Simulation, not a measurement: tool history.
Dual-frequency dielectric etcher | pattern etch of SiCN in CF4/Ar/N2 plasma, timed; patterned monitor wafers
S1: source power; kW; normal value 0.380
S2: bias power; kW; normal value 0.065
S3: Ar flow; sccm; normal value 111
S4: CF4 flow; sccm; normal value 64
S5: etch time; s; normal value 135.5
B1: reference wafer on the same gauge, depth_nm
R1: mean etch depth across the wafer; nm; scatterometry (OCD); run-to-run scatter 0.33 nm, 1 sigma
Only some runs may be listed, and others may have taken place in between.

{"run": 1, "hour": 0.0, "S1": 0.38, "S2": 0.065, "S3": 111, "S4": 64, "S5": 135.5, "B1": 84.7, "R1": 102.2}
{"run": 2, "hour": 18.0, "S1": 0.38, "S2": 0.065, "S3": 111, "S4": 57, "S5": 135.5, "B1": 84.6, "R1": 99.9}
{"hour": 31.0, "done": "source power generator calibrated"}
{"run": 3, "hour": 32.7, "S1": 0.3, "S2": 0.076, "S3": 118, "S4": 64, "S5": 174.0, "B1": 84.7, "R1": 108.3}
{"hour": 80.8, "done": "wet clean of the chamber"}
{"run": 4, "hour": 81.3, "S1": 0.38, "S2": 0.051, "S3": 111, "S4": 64, "S5": 135.5, "B1": 84.7, "R1": 92.6}
{"run": 5, "hour": 95.4, "S1": 0.41, "S2": 0.073, "S3": 132, "S4": 64, "S5": 104.0, "B1": 84.8, "R1": 82.3}
{"run": 6, "hour": 114.4, "S1": 0.38, "S2": 0.065, "S3": 111, "S4": 64, "S5": 135.5, "B1": 84.6, "R1": 98.6}
{"run": 7, "hour": 138.6, "S1": 0.38, "S2": 0.057, "S3": 111, "S4": 64, "S5": 156.0, "B1": 84.7, "R1": 109.7}
{"run": 8, "hour": 169.0, "S1": 0.38, "S2": 0.065, "S3": 111, "S4": 51, "S5": 150.5, "B1": 84.7, "R1": 106.6}
{"run": 9, "hour": 192.0, "S1": 0.47, "S2": 0.065, "S3": 111, "S4": 55, "S5": 107.5, "B1": 84.6, "R1": 90.9}
{"run": 10, "hour": 213.5, "S1": 0.35, "S2": 0.058, "S3": 85, "S4": 64, "S5": 109.5, "B1": 84.8, "R1": 74.2}
{"hour": 217.8, "done": "gauge calibrated"}
{"hour": 271.5, "done": "upper electrode replaced"}
{"hour": 304.0, "done": "CF4 flow controller replaced"}
{"run": 11, "hour": 304.5, "S1": 0.38, "S2": 0.065, "S3": 111, "S4": 64, "S5": 135.5, "B1": 84.7, "R1": 99.2}
{"run": 12, "hour": 335.3, "S1": 0.38, "S2": 0.065, "S3": 133, "S4": 64, "S5": 152.5, "B1": 84.6, "R1": 109.5}
{"run": 13, "hour": 347.9, "S1": 0.38, "S2": 0.08, "S3": 111, "S4": 64, "S5": 135.5, "B1": 84.7, "R1": 105.0}
{"run": 14, "hour": 361.8, "S1": 0.29, "S2": 0.065, "S3": 92, "S4": 50, "S5": 109.0, "B1": 84.7, "R1": 62.9}
{"run": 15, "hour": 385.5, "S1": 0.38, "S2": 0.065, "S3": 111, "S4": 64, "S5": 135.5, "B1": 84.7, "R1": 98.9}
{"run": 16, "hour": 416.5, "S1": 0.32, "S2": 0.065, "S3": 111, "S4": 53, "S5": 135.5, "B1": 84.8, "R1": 84.0}
{"run": 17, "hour": 442.1, "S1": 0.38, "S2": 0.05, "S3": 92, "S4": 64, "S5": 135.5, "B1": 84.8, "R1": 94.2}
{"run": 18, "hour": 456.8, "S1": 0.29, "S2": 0.065, "S3": 127, "S4": 55, "S5": 118.0, "B1": 84.8, "R1": 67.0}
{"run": 19, "hour": 479.3, "S1": 0.38, "S2": 0.065, "S3": 111, "S4": 64, "S5": 135.5, "B1": 84.6, "R1": 99.1}

The next listed run, before its measurement:
{"run": 20, "hour": 513.3, "S1": 0.38, "S2": 0.065, "S3": 111, "S4": 64, "S5": 135.5, "B1": "?", "R1": "?"}

B1: 84.8
R1: 100.1 nm
If the tool had no hidden condition, the same run with the same run-to-run variation would have returned R1 99.8 nm.
